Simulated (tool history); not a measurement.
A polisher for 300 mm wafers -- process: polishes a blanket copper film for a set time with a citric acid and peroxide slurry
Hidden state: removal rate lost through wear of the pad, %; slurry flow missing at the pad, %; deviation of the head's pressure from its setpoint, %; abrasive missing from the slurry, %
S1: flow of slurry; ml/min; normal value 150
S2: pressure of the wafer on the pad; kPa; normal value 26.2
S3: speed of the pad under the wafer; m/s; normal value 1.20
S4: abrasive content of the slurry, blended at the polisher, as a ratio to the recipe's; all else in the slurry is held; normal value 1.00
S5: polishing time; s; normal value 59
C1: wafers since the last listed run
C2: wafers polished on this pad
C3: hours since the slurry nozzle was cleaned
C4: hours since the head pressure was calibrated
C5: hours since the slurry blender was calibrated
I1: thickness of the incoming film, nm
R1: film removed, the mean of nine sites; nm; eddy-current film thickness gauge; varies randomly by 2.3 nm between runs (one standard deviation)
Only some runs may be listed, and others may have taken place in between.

{"run": 1, "hour": 0.0, "S1": 150, "S2": 26.2, "S3": 1.44, "S4": 1.0, "S5": 59, "C1": 0, "C2": 294, "C3": 40.3, "C4": 1338.5, "C5": 462.9, "I1": 1129.3, "R1": 196.7}
{"hour": 88.7, "done": "head pressure recalibrated"}
{"hour": 97.9, "done": "slurry blender recalibrated"}
{"run": 2, "hour": 226.9, "S1": 150, "S2": 26.2, "S3": 1.2, "S4": 1.0, "S5": 59, "C1": 1827, "C2": 2122, "C3": 267.2, "C4": 138.2, "C5": 129.0, "I1": 1115.0, "R1": 163.1}
{"run": 3, "hour": 323.0, "S1": 150, "S2": 26.2, "S3": 1.2, "S4": 1.0, "S5": 59, "C1": 787, "C2": 2910, "C3": 363.3, "C4": 234.3, "C5": 225.1, "I1": 1131.4, "R1": 156.2}
{"hour": 389.2, "done": "worn pad replaced by a new one"}
{"run": 4, "hour": 487.7, "S1": 150, "S2": 26.2, "S3": 1.2, "S4": 1.0, "S5": 59, "C1": 1317, "C2": 807, "C3": 528.0, "C4": 399.0, "C5": 389.8, "I1": 1123.2, "R1": 154.1}
{"hour": 549.1, "done": "slurry blender recalibrated"}
{"run": 5, "hour": 562.8, "S1": 150, "S2": 26.2, "S3": 1.2, "S4": 1.0, "S5": 59, "C1": 599, "C2": 1407, "C3": 603.1, "C4": 474.1, "C5": 13.7, "I1": 1124.0, "R1": 155.8}
{"run": 6, "hour": 618.0, "S1": 150, "S2": 26.2, "S3": 1.2, "S4": 1.0, "S5": 59, "C1": 452, "C2": 1859, "C3": 658.3, "C4": 529.3, "C5": 68.9, "I1": 1119.1, "R1": 151.4}
{"run": 7, "hour": 671.1, "S1": 150, "S2": 26.2, "S3": 1.2, "S4": 1.0, "S5": 59, "C1": 435, "C2": 2294, "C3": 711.4, "C4": 582.4, "C5": 122.0, "I1": 1118.1, "R1": 153.7}
{"run": 8, "hour": 760.6, "S1": 150, "S2": 26.2, "S3": 1.2, "S4": 1.0, "S5": 59, "C1": 733, "C2": 3028, "C3": 800.9, "C4": 671.9, "C5": 211.5, "I1": 1114.1, "R1": 153.4}
{"run": 9, "hour": 799.0, "S1": 150, "S2": 26.2, "S3": 1.2, "S4": 1.0, "S5": 59, "C1": 314, "C2": 3343, "C3": 839.3, "C4": 710.3, "C5": 249.9, "I1": 1138.2, "R1": 157.2}
{"hour": 849.0, "done": "slurry nozzle cleaned"}
{"run": 10, "hour": 881.8, "S1": 150, "S2": 26.2, "S3": 1.2, "S4": 1.0, "S5": 59, "C1": 670, "C2": 4014, "C3": 32.8, "C4": 793.1, "C5": 332.7, "I1": 1110.5, "R1": 166.0}
{"hour": 893.3, "done": "worn pad replaced by a new one"}
{"run": 11, "hour": 978.3, "S1": 150, "S2": 26.2, "S3": 1.2, "S4": 1.0, "S5": 59, "C1": 758, "C2": 696, "C3": 129.3, "C4": 889.6, "C5": 429.2, "I1": 1122.9, "R1": 164.3}
{"hour": 1105.1, "done": "slurry blender recalibrated"}
{"run": 12, "hour": 1132.8, "S1": 150, "S2": 26.2, "S3": 1.2, "S4": 1.0, "S5": 59, "C1": 1250, "C2": 1946, "C3": 283.8, "C4": 1044.1, "C5": 27.7, "I1": 1123.1, "R1": 159.5}
{"hour": 1273.2, "done": "head pressure recalibrated"}
{"run": 13, "hour": 1325.2, "S1": 150, "S2": 26.2, "S3": 1.2, "S4": 1.0, "S5": 59, "C1": 1561, "C2": 3508, "C3": 476.2, "C4": 52.0, "C5": 220.1, "I1": 1135.0, "R1": 154.8}
{"hour": 1405.0, "done": "worn pad replaced by a new one"}
{"run": 14, "hour": 1423.9, "S1": 150, "S2": 19.3, "S3": 1.2, "S4": 1.0, "S5": 59, "C1": 776, "C2": 154, "C3": 574.9, "C4": 150.7, "C5": 318.8, "I1": 1106.6, "R1": 115.4}
{"run": 15, "hour": 1460.0, "S1": 150, "S2": 19.3, "S3": 1.2, "S4": 1.0, "S5": 59, "C1": 295, "C2": 450, "C3": 611.0, "C4": 186.8, "C5": 354.9, "I1": 1120.1, "R1": 113.2}
{"run": 16, "hour": 1514.2, "S1": 135, "S2": 26.2, "S3": 1.2, "S4": 0.85, "S5": 59, "C1": 444, "C2": 895, "C3": 665.2, "C4": 241.0, "C5": 409.1, "I1": 1102.1, "R1": 140.8}
{"run": 17, "hour": 1569.8, "S1": 150, "S2": 26.2, "S3": 1.2, "S4": 1.0, "S5": 59, "C1": 455, "C2": 1350, "C3": 720.8, "C4": 296.6, "C5": 464.7, "I1": 1118.2, "R1": 151.1}
{"hour": 1572.4, "done": "slurry nozzle cleaned"}
{"hour": 1637.5, "done": "slurry blender recalibrated"}
{"run": 18, "hour": 1653.2, "S1": 150, "S2": 26.2, "S3": 1.2, "S4": 1.0, "S5": 71, "C1": 659, "C2": 2010, "C3": 80.8, "C4": 380.0, "C5": 15.7, "I1": 1113.0, "R1": 193.5}
{"run": 19, "hour": 1721.3, "S1": 150, "S2": 19.3, "S3": 1.2, "S4": 1.0, "S5": 39, "C1": 558, "C2": 2568, "C3": 148.9, "C4": 448.1, "C5": 83.8, "I1": 1125.6, "R1": 80.8}
{"run": 20, "hour": 1776.4, "S1": 165, "S2": 32.4, "S3": 0.96, "S4": 0.75, "S5": 59, "C1": 451, "C2": 3020, "C3": 204.0, "C4": 503.2, "C5": 138.9, "I1": 1123.1, "R1": 156.5}
{"hour": 1838.0, "done": "worn pad replaced by a new one, of another model than before"}
{"run": 21, "hour": 1840.6, "S1": 150, "S2": 17.9, "S3": 0.94, "S4": 1.3, "S5": 59, "C1": 493, "C2": 21, "C3": 268.2, "C4": 567.4, "C5": 203.1, "I1": 1120.0, "R1": 121.1}
{"run": 22, "hour": 1929.6, "S1": 150, "S2": 17.2, "S3": 1.6, "S4": 1.0, "S5": 59, "C1": 729, "C2": 751, "C3": 357.2, "C4": 656.4, "C5": 292.1, "I1": 1110.5, "R1": 137.3}
{"run": 23, "hour": 2008.4, "S1": 135, "S2": 31.0, "S3": 1.2, "S4": 1.0, "S5": 49, "C1": 646, "C2": 1397, "C3": 436.0, "C4": 735.2, "C5": 370.9, "I1": 1119.8, "R1": 118.7}
{"run": 24, "hour": 2093.0, "S1": 150, "S2": 26.2, "S3": 1.2, "S4": 1.0, "S5": 59, "C1": 693, "C2": 2090, "C3": 520.6, "C4": 819.8, "C5": 455.5, "I1": 1119.0, "R1": 133.9}
{"hour": 2127.6, "done": "slurry blender recalibrated"}
{"run": 25, "hour": 2184.7, "S1": 150, "S2": 26.2, "S3": 1.2, "S4": 1.0, "S5": 59, "C1": 735, "C2": 2826, "C3": 612.3, "C4": 911.5, "C5": 57.1, "I1": 1130.5, "R1": 133.6}
{"run": 26, "hour": 2241.1, "S1": 150, "S2": 26.2, "S3": 1.2, "S4": 1.3, "S5": 48, "C1": 462, "C2": 3288, "C3": 668.7, "C4": 967.9, "C5": 113.5, "I1": 1119.4, "R1": 116.0}
{"run": 27, "hour": 2282.4, "S1": 150, "S2": 26.2, "S3": 1.52, "S4": 1.0, "S5": 59, "C1": 338, "C2": 3627, "C3": 710.0, "C4": 1009.2, "C5": 154.8, "I1": 1122.0, "R1": 149.9}
{"hour": 2313.7, "done": "worn pad replaced by a new one"}
{"hour": 2315.6, "done": "slurry nozzle cleaned"}
{"run": 28, "hour": 2357.7, "S1": 150, "S2": 26.2, "S3": 1.2, "S4": 1.0, "S5": 59, "C1": 576, "C2": 352, "C3": 42.1, "C4": 1084.5, "C5": 230.1, "I1": 1135.8, "R1": 164.8}
{"run": 29, "hour": 2394.0, "S1": 130, "S2": 21.4, "S3": 1.2, "S4": 1.0, "S5": 59, "C1": 297, "C2": 650, "C3": 78.4, "C4": 1120.8, "C5": 266.4, "I1": 1130.3, "R1": 139.7}
{"run": 30, "hour": 2455.5, "S1": 150, "S2": 26.2, "S3": 1.2, "S4": 1.0, "S5": 75, "C1": 504, "C2": 1154, "C3": 139.9, "C4": 1182.3, "C5": 327.9, "I1": 1117.0, "R1": 197.8}

Measured result minus the same run's result without the hidden state. Both carry the same run-to-run variation, though not necessarily the same gauge scatter:
run=1 R1=-2.3
run=2 R1=-9.8
run=3 R1=-11.8
run=4 R1=-14.3
run=5 R1=-15.3
run=6 R1=-15.4
run=7 R1=-16.1
run=8 R1=-16.6
run=9 R1=-17.2
run=10 R1=-2.5
run=11 R1=-6.5
run=12 R1=-11.4
run=13 R1=-15.3
run=14 R1=-12.5
run=15 R1=-12.6
run=16 R1=-17.7
run=17 R1=-17.8
run=18 R1=-3.8
run=19 R1=-2.9
run=20 R1=-6.6
run=21 R1=-15.8
run=22 R1=-23.9
run=23 R1=-29.3
run=24 R1=-32.6
run=25 R1=-36.5
run=26 R1=-33.7
run=27 R1=-45.0
run=28 R1=-5.7
run=29 R1=-9.6
run=30 R1=-18.1
